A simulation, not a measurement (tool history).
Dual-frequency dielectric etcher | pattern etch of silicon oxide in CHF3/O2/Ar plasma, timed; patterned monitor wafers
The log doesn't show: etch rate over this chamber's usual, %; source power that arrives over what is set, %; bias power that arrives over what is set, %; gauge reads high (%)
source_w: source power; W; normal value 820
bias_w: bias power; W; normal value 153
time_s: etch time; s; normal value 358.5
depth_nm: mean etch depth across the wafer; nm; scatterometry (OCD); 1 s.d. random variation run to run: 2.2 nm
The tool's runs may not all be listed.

run   hour  source_w  bias_w  time_s  wafers since the last listed run  hours since the last wet clean  hours since the last source power generator calibration  hours since the last bias power generator calibration  hours since the last upper electrode change  hours since the gauge calibration  read-back reference wafer on the same gauge, depth_nm  depth_nm
  1      0       820     153   358.5                                 0                             317                                                   2702.1                                                 2773.7                                       2877.6                              173.5                                                  827.5     765.6
  2   14.4       820     153   358.5                                79                           331.4                                                   2716.5                                                 2788.1                                         2892                              187.9                                                  827.1     769.5
  3     21       820     153   358.5                                36                             338                                                   2723.1                                                 2794.7                                       2898.6                              194.5                                                  828.3     764.4
  4     30       820     153   358.5                                49                             347                                                   2732.1                                                 2803.7                                       2907.6                              203.5                                                  827.5       765
  5   39.9       820     153   358.5                                54                           356.9                                                     2742                                                 2813.6                                       2917.5                              213.4                                                  828.1     768.7
  6   55.1       820     153   358.5                                83                           372.1                                                   2757.2                                                 2828.8                                       2932.7                              228.6                                                  828.7     769.3
  7     66       820     172   358.5                                59                             383                                                   2768.1                                                 2839.7                                       2943.6                              239.5                                                  828.3     801.3
  8   73.1       820     172   358.5                                39                           390.1                                                   2775.2                                                 2846.8                                       2950.7                              246.6                                                  827.6     798.4
     104.4  -- upper electrode replaced
  9  104.9       820     172   358.5                                42                           421.9                                                     2807                                                 2878.6                                          0.5                              278.4                                                  827.4     804.9
 10  106.2       780     153   358.5                                 7                           423.2                                                   2808.3                                                 2879.9                                          1.8                              279.7                                                  828.9     753.6
 11  114.4       820     125   358.5                                45                           431.4                                                   2816.5                                                 2888.1                                           10                              287.9                                                  828.4     718.3
 12  121.5       770     189     394                                39                           438.5                                                   2823.6                                                 2895.2                                         17.1                                295                                                  827.8     900.6
       135  -- gauge calibrated
     135.1  -- source power generator calibrated
     147.8  -- wet clean of the chamber
 13  148.3       640     188   358.5                                55                             0.5                                                     13.2                                                   2922                                         43.9                               13.3                                                  828.2     729.5
 14  148.7       940     135   410.5                                 2                             0.9                                                     13.6                                                 2922.4                                         44.3                               13.7                                                  828.4     854.2
 15  154.6       970     175   310.5                                32                             6.8                                                     19.5                                                 2928.3                                         50.2                               19.6                                                  827.5       710
 16  171.6       820     153   358.5                                93                            23.8                                                     36.5                                                 2945.3                                         67.2                               36.6                                                  828.3     742.7
       176  -- bias power generator calibrated
 17  185.8       990     153   358.5                                56                              38                                                     50.7                                                    9.8                                         81.4                               50.8                                                  827.7     792.5
 18  200.2       820     186   358.5                                79                            52.4                                                     65.1                                                   24.2                                         95.8                               65.2                                                  828.2     796.8
 19  217.6       820     153   358.5                                95                            69.8                                                     82.5                                                   41.6                                        113.2                               82.6                                                  828.5     747.2
 20  224.1       820     153   358.5                                35                            76.3                                                       89                                                   48.1                                        119.7                               89.1                                                  827.3     748.9
 21    236       820     153   358.5                                65                            88.2                                                    100.9                                                     60                                        131.6                                101                                                  827.1     746.2
 22    242       820     185     417                                33                            94.2                                                    106.9                                                     66                                        137.6                                107                                                  827.2       933

4 options for the next run, each taken on its own from the tool as it stands now. Forecast them:
  A  242.5       760     153   358.5                                 2                            94.7                                                    107.4                                                   66.5                                        138.1                              107.5                                                      ?         ?
  B  242.5       670     153   358.5                                 2                            94.7                                                    107.4                                                   66.5                                        138.1                              107.5                                                      ?         ?
  C  242.5       630     116     293                                 2                            94.7                                                    107.4                                                   66.5                                        138.1                              107.5                                                      ?         ?
  D  242.5       640     153   358.5                                 2                            94.7                                                    107.4                                                   66.5                                        138.1                              107.5                                                      ?         ?

run  read-back reference wafer on the same gauge, depth_nm  depth_nm
  A                                                  827.9     725.9
  B                                                  827.9     695.5
  C                                                  827.9     505.4
  D                                                  827.9     684.9
With no hidden state in the tool, these same runs would have given:
run  depth_nm
  A     717.8
  B     687.7
  C     499.8
  D     677.2
